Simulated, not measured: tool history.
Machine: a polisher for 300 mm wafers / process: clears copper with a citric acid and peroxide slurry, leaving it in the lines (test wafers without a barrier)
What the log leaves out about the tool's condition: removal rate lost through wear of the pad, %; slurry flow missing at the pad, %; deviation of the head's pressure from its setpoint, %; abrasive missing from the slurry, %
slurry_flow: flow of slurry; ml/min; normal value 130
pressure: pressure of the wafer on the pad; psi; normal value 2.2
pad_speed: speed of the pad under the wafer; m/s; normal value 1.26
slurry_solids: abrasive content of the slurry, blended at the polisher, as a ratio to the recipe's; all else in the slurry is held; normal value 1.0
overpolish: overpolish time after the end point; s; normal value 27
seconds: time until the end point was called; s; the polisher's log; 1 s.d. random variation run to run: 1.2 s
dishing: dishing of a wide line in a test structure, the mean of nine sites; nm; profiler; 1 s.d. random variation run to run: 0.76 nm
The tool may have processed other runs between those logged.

run,hour,slurry_flow,pressure,pad_speed,slurry_solids,overpolish,wafers since the last listed run,wafers polished on this pad,hours since the slurry nozzle was cleaned,hours since the head pressure was calibrated,hours since the slurry blender was calibrated,"incoming thickness of the incoming film, nm",seconds,dishing
1,0.0,130,2.2,1.12,1.0,27,0,776,577.3,395.4,227.0,241.2,126.3,38.0
2,10.3,130,2.2,1.12,1.0,27,87,863,587.6,405.7,237.3,242.9,124.2,38.1
3,22.8,130,2.2,1.12,1.0,27,105,969,600.1,418.2,249.8,242.5,126.2,37.3
4,36.7,130,2.5,1.26,0.8,27,117,1086,614.0,432.1,263.7,249.7,108.1,42.6
5,44.7,130,1.9,1.26,1.0,27,67,1154,622.0,440.1,271.7,243.8,132.5,34.8
# hour 53.3: worn pad replaced by a new one
6,54.6,130,1.9,1.26,1.0,27,49,11,631.9,450.0,281.6,245.4,128.5,35.4
7,62.3,130,1.9,1.26,1.0,27,65,76,639.6,457.7,289.3,244.4,127.7,34.8
8,75.5,130,2.2,0.98,1.0,27,111,187,652.8,470.9,302.5,245.1,140.0,34.7
9,100.5,130,1.8,1.26,0.8,27,211,398,677.8,495.9,327.5,244.7,140.6,33.1
# hour 105.2: head pressure recalibrated
10,112.7,130,1.8,1.26,0.8,27,86,485,690.0,7.5,339.7,245.1,143.3,33.2
# hour 122.6: slurry blender recalibrated
11,123.1,130,3.0,1.26,0.8,27,70,556,700.4,17.9,0.5,246.6,84.5,52.3
12,130.0,130,2.2,1.26,1.0,39,58,614,707.3,24.8,7.4,240.5,104.5,55.6
13,142.8,130,2.2,1.26,1.0,27,108,722,720.1,37.6,20.2,245.6,106.5,42.6
# hour 159.2: slurry nozzle cleaned
14,166.7,115,1.7,1.26,1.1,27,193,916,7.5,61.5,44.1,242.4,136.6,33.3
# hour 182.4: worn pad replaced by a new one
15,182.9,130,2.2,1.26,1.0,27,103,4,23.7,77.7,60.3,242.1,109.5,41.2
16,195.6,130,2.2,1.42,1.0,43,107,111,36.4,90.4,73.0,242.2,100.1,62.7
17,202.2,130,2.2,1.26,0.7,27,55,167,43.0,97.0,79.6,243.8,118.1,37.4
18,239.8,130,2.2,0.96,1.3,27,317,484,80.6,134.6,117.2,244.3,129.1,35.6
19,247.7,130,2.2,1.26,1.0,27,66,551,88.5,142.5,125.1,242.2,109.1,40.8

Run 20 comes next. What will it give?
20,254.5,130,2.7,1.02,0.9,27,57,609,95.3,149.3,131.9,246.9,?,?

{"run 20": {"seconds": 114.3, "dishing": 41.3}}
Were there no unlogged condition in the tool, this run, its random variation unchanged, would have produced seconds 108.1 s, dishing 43.3 nm.

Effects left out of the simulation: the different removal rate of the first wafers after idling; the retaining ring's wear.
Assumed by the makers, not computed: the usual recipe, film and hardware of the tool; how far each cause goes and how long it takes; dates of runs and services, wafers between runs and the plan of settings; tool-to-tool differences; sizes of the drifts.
